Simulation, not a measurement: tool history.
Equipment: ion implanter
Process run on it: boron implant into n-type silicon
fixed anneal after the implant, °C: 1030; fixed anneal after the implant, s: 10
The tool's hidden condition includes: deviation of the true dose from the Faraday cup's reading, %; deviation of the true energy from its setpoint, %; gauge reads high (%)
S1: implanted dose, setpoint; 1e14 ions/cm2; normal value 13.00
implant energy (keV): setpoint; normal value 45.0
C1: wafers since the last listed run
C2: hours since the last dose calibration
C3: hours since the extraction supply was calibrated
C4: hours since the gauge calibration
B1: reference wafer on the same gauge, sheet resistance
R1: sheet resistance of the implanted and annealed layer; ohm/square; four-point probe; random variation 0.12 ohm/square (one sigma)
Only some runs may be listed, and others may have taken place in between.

{"run": 1, "hour": 0.0, "S1": 13.0, "implant energy (keV)": 45.0, "C1": 0, "C2": 2207.7, "C3": 4522.3, "C4": 230.6, "B1": 68.41, "R1": 76.95}
{"run": 2, "hour": 7.9, "S1": 13.0, "implant energy (keV)": 45.0, "C1": 244, "C2": 2215.6, "C3": 4530.2, "C4": 238.5, "B1": 68.36, "R1": 76.91}
{"run": 3, "hour": 23.0, "S1": 11.36, "implant energy (keV)": 45.0, "C1": 466, "C2": 2230.7, "C3": 4545.3, "C4": 253.6, "B1": 68.39, "R1": 86.19}
{"run": 4, "hour": 31.1, "S1": 11.36, "implant energy (keV)": 45.0, "C1": 250, "C2": 2238.8, "C3": 4553.4, "C4": 261.7, "B1": 68.41, "R1": 86.18}
{"run": 5, "hour": 44.6, "S1": 11.36, "implant energy (keV)": 45.0, "C1": 417, "C2": 2252.3, "C3": 4566.9, "C4": 275.2, "B1": 68.43, "R1": 86.22}
{"run": 6, "hour": 84.7, "S1": 11.67, "implant energy (keV)": 45.0, "C1": 1239, "C2": 2292.4, "C3": 4607.0, "C4": 315.3, "B1": 68.45, "R1": 84.16}
{"run": 7, "hour": 93.0, "S1": 13.0, "implant energy (keV)": 45.0, "C1": 256, "C2": 2300.7, "C3": 4615.3, "C4": 323.6, "B1": 68.38, "R1": 76.94}
{"hour": 108.0, "done": "Faraday cup replaced and dose calibrated"}
{"run": 8, "hour": 108.5, "S1": 13.0, "implant energy (keV)": 45.0, "C1": 231, "C2": 0.5, "C3": 4630.8, "C4": 339.1, "B1": 68.37, "R1": 84.5}
{"hour": 115.7, "done": "gauge calibrated"}
{"run": 9, "hour": 132.8, "S1": 13.0, "implant energy (keV)": 45.0, "C1": 751, "C2": 24.8, "C3": 4655.1, "C4": 17.1, "B1": 68.42, "R1": 84.19}
{"run": 10, "hour": 149.9, "S1": 13.0, "implant energy (keV)": 56.0, "C1": 528, "C2": 41.9, "C3": 4672.2, "C4": 34.2, "B1": 68.41, "R1": 82.77}
{"run": 11, "hour": 163.9, "S1": 13.0, "implant energy (keV)": 56.0, "C1": 432, "C2": 55.9, "C3": 4686.2, "C4": 48.2, "B1": 68.39, "R1": 82.8}
{"hour": 175.1, "done": "Faraday cup replaced and dose calibrated, repeated, since the last time left the tool worse"}
{"hour": 175.2, "done": "extraction supply calibrated"}
{"run": 12, "hour": 180.7, "S1": 10.61, "implant energy (keV)": 59.0, "C1": 267, "C2": 5.6, "C3": 5.5, "C4": 65.0, "B1": 68.4, "R1": 92.14}
{"run": 13, "hour": 196.1, "S1": 14.96, "implant energy (keV)": 50.5, "C1": 476, "C2": 21.0, "C3": 20.9, "C4": 80.4, "B1": 68.42, "R1": 69.96}
{"run": 14, "hour": 214.1, "S1": 15.22, "implant energy (keV)": 34.5, "C1": 556, "C2": 39.0, "C3": 38.9, "C4": 98.4, "B1": 68.37, "R1": 70.66}
{"run": 15, "hour": 226.4, "S1": 10.85, "implant energy (keV)": 51.5, "C1": 380, "C2": 51.3, "C3": 51.2, "C4": 110.7, "B1": 68.43, "R1": 91.5}
{"run": 16, "hour": 235.8, "S1": 15.85, "implant energy (keV)": 45.0, "C1": 290, "C2": 60.7, "C3": 60.6, "C4": 120.1, "B1": 68.4, "R1": 67.04}
{"run": 17, "hour": 241.8, "S1": 11.84, "implant energy (keV)": 45.0, "C1": 185, "C2": 66.7, "C3": 66.6, "C4": 126.1, "B1": 68.43, "R1": 85.79}
{"run": 18, "hour": 249.9, "S1": 13.0, "implant energy (keV)": 45.0, "C1": 250, "C2": 74.8, "C3": 74.7, "C4": 134.2, "B1": 68.38, "R1": 79.34}
{"run": 19, "hour": 264.5, "S1": 13.0, "implant energy (keV)": 45.0, "C1": 451, "C2": 89.4, "C3": 89.3, "C4": 148.8, "B1": 68.4, "R1": 79.2}
{"run": 20, "hour": 277.7, "S1": 15.59, "implant energy (keV)": 54.5, "C1": 408, "C2": 102.6, "C3": 102.5, "C4": 162.0, "B1": 68.42, "R1": 67.02}
{"run": 21, "hour": 294.8, "S1": 14.44, "implant energy (keV)": 36.5, "C1": 528, "C2": 119.7, "C3": 119.6, "C4": 179.1, "B1": 68.41, "R1": 73.53}

Forecast run 22:
{"run": 22, "hour": 309.2, "S1": 15.81, "implant energy (keV)": 60.0, "C1": 445, "C2": 134.1, "C3": 134.0, "C4": 193.5, "B1": "?", "R1": "?"}

B1: 68.40
R1: 65.29 ohm/square
On a tool with no hidden condition, and with the same random variation, this run would have come out at R1 65.90 ohm/square.
